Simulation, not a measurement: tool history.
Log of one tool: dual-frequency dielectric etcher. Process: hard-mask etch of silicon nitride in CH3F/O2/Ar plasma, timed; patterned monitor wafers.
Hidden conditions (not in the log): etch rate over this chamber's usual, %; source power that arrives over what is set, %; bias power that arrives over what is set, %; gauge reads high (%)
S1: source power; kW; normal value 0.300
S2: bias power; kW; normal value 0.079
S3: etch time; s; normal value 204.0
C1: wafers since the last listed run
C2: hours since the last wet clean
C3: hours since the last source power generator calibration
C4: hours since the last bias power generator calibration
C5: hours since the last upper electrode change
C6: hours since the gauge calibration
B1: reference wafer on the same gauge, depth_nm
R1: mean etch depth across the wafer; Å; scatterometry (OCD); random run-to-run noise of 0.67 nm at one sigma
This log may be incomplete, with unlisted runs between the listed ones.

run     day     S1     S2     S3   C1     C2      C3      C4      C5      C6     B1    R1
  1   0.000  0.300  0.071  227.0    0  284.0  1167.1  3193.4  4267.0   420.9  136.1  1391
  2   2.129  0.300  0.071  227.0  252  335.1  1218.2  3244.5  4318.1   472.0  136.2  1394
      7.088  -- wet clean of the chamber
  3   7.108  0.240  0.079  204.0  472    0.5  1337.7  3364.0  4437.6   591.5  136.1  1140
  4   9.946  0.240  0.079  204.0  336   68.6  1405.8  3432.1  4505.7   659.6  135.9  1142
  5  14.312  0.300  0.079  204.0  518  173.4  1510.6  3536.9  4610.5   764.4  136.0  1308
  6  17.646  0.300  0.079  204.0  395  253.4  1590.6  3616.9  4690.5   844.4  135.8  1313
  7  22.629  0.300  0.079  204.0  591  373.0  1710.2  3736.5  4810.1   964.0  135.9  1313
  8  25.146  0.300  0.079  204.0  298  433.4  1770.6  3796.9  4870.5  1024.4  136.1  1321
     28.154  -- wet clean of the chamber
  9  28.850  0.300  0.079  204.0  320   16.7  1859.5  3885.8  4959.4  1113.3  135.9  1274
     29.658  -- source power generator calibrated
 10  30.958  0.300  0.070  204.0  230   67.3    31.2  3936.4  5010.0  1163.9  136.0  1244
 11  32.979  0.300  0.079  160.0  239  115.8    79.7  3984.9  5058.5  1212.4  136.1  1030
 12  37.171  0.300  0.079  160.0  497  216.4   180.3  4085.5  5159.1  1313.0  135.9  1036
 13  41.608  0.300  0.079  204.0  526  322.9   286.8  4192.0  5265.6  1419.5  136.0  1340
     43.521  -- bias power generator calibrated
 14  45.683  0.300  0.079  204.0  463  420.7   384.6    51.9  5363.4  1517.3  136.0  1359
     47.279  -- wet clean of the chamber
 15  48.517  0.300  0.090  247.5  217   29.7   452.6   119.9  5431.4  1585.3  136.0  1684
 16  50.350  0.300  0.079  204.0  217   73.7   496.6   163.9  5475.4  1629.3  136.0  1309
     52.662  -- upper electrode replaced
 17  53.025  0.330  0.074  230.5  198  137.9   560.8   228.1     8.7  1693.5  136.2  1528
 18  57.333  0.300  0.079  204.0  511  241.3   664.2   331.5   112.1  1796.9  136.0  1331
 19  59.083  0.300  0.091  153.5  207  283.3   706.2   373.5   154.1  1838.9  136.0  1064
 20  60.908  0.350  0.090  157.0  216  327.1   750.0   417.3   197.9  1882.7  136.1  1165
 21  63.450  0.250  0.064  252.5  301  388.1   811.0   478.3   258.9  1943.7  136.2  1400
     63.592  -- gauge calibrated
 22  65.450  0.350  0.087  232.0  237  436.1   859.0   526.3   306.9    44.6  135.9  1752
     66.729  -- wet clean of the chamber
 23  73.733  0.230  0.088  187.5  864  168.1  1057.8   725.1   505.7   243.4  136.1  1108
 24  77.879  0.300  0.079  148.5  491  267.6  1157.3   824.6   605.2   342.9  136.2   971
 25  80.325  0.320  0.079  204.0  290  326.3  1216.0   883.3   663.9   401.6  135.9  1392
 26  82.583  0.350  0.087  232.0  267  380.5  1270.2   937.5   718.1   455.8  136.0  1724
     86.175  -- wet clean of the chamber
 27  87.025  0.300  0.092  204.0  408   20.4  1376.8  1044.1   824.7   562.4  136.1  1383
 28  89.600  0.300  0.070  260.5  305   82.2  1438.6  1105.9   886.5   624.2  136.1  1572

3 options for the next run, each taken on its own from the tool as it stands now. Forecast them:
  A  89.621  0.220  0.079  204.0   2  82.7  1439.1  1106.4  887.0  624.7   ?   ?
  B  89.621  0.300  0.073  204.0   2  82.7  1439.1  1106.4  887.0  624.7   ?   ?
  C  89.621  0.300  0.079  154.0   2  82.7  1439.1  1106.4  887.0  624.7   ?   ?

run     B1    R1
  A  135.8  1103
  B  135.8  1255
  C  135.8   981
With no hidden state in the tool, these same runs would have given:
run    R1
  A  1099
  B  1251
  C   978

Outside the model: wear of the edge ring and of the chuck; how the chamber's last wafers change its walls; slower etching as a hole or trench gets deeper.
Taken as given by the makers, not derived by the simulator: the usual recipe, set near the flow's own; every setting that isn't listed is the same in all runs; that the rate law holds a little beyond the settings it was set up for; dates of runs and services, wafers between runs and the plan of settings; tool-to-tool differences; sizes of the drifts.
